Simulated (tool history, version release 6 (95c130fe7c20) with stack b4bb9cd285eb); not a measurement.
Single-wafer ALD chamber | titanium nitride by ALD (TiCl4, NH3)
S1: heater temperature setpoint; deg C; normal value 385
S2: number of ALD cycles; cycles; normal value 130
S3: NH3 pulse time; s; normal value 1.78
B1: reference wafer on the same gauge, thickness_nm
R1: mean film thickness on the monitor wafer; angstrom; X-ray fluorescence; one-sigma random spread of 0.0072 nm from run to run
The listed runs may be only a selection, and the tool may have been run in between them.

Run 1, hour 0: usual settings but S3 1.57 s; B1 3.339. Result: R1 28.82 angstrom.
Run 2, hour 13.2: usual settings but S1 375 deg C; B1 3.341. Result: R1 28.72 angstrom.
Run 3, hour 42: usual settings; B1 3.341. Result: R1 28.98 angstrom.
Run 4, hour 77.4: usual settings; B1 3.339. Result: R1 28.92 angstrom.
Run 5, hour 90.5: usual settings; B1 3.341. Result: R1 28.99 angstrom.
Run 6, hour 103.9: usual settings; B1 3.342. Result: R1 28.92 angstrom.
Run 7, hour 130.8: usual settings; B1 3.338. Result: R1 28.89 angstrom.
Run 8, hour 148: usual settings; B1 3.341. Result: R1 28.97 angstrom.
Run 9, hour 173.5: usual settings; B1 3.341. Result: R1 28.97 angstrom.
At hour 193.9: thermocouple changed; heater temperature recalibrated.
Run 10, hour 194.4: usual settings; B1 3.34. Result: R1 28.97 angstrom.
Run 11, hour 204.4: usual settings but S3 1.57 s; B1 3.341. Result: R1 28.66 angstrom.
Run 12, hour 226.3: usual settings but S2 115 cycles, S3 1.49 s; B1 3.339. Result: R1 25.43 angstrom.
At hour 233.9: gauge calibrated.
Run 13, hour 251.9: usual settings but S1 372 deg C, S3 2.22 s; B1 3.34. Result: R1 28.81 angstrom.
Run 14, hour 270.9: usual settings; B1 3.339. Result: R1 28.98 angstrom.
Run 15, hour 304.6: usual settings but S3 1.3 s; B1 3.339. Result: R1 28.44 angstrom.
Run 16, hour 333.6: usual settings but S3 1.47 s; B1 3.342. Result: R1 28.77 angstrom.
At hour 352.8: showerhead replaced.
Run 17, hour 365.3: usual settings but S3 1.23 s; B1 3.339. Result: R1 28.17 angstrom.
Run 18, hour 379.9: usual settings but S1 394 deg C; B1 3.342. Result: R1 29.3 angstrom.
Run 19, hour 407.3: usual settings but S1 372 deg C; B1 3.34. Result: R1 28.41 angstrom.
Run 20, hour 425.6: usual settings; B1 3.338. Result: R1 29.06 angstrom.
Run 21, hour 446.2: usual settings but S2 105 cycles; B1 3.339. Result: R1 23.43 angstrom.

Alternative continuations, all from the tool just after run 21; predict every row:
Run A, hour 446.9: usual settings; B1 ?. Result: R1 ?.
Run B, hour 446.9: usual settings but S1 374 deg C, S2 147 cycles; B1 ?. Result: R1 ?.
Run C, hour 446.9: usual settings but S1 371 deg C, S2 107 cycles, S3 1.11 s; B1 ?. Result: R1 ?.
Run D, hour 446.9: usual settings but S3 2.44 s; B1 ?. Result: R1 ?.

run     B1     R1
  A  3.342  29.04
  B  3.342   32.4
  C  3.342  22.52
  D  3.342  29.52
Take away the tool's hidden state, keep each run's random variation, and the runs would have read:
run     R1
  A  29.04
  B   32.4
  C  22.52
  D  29.52

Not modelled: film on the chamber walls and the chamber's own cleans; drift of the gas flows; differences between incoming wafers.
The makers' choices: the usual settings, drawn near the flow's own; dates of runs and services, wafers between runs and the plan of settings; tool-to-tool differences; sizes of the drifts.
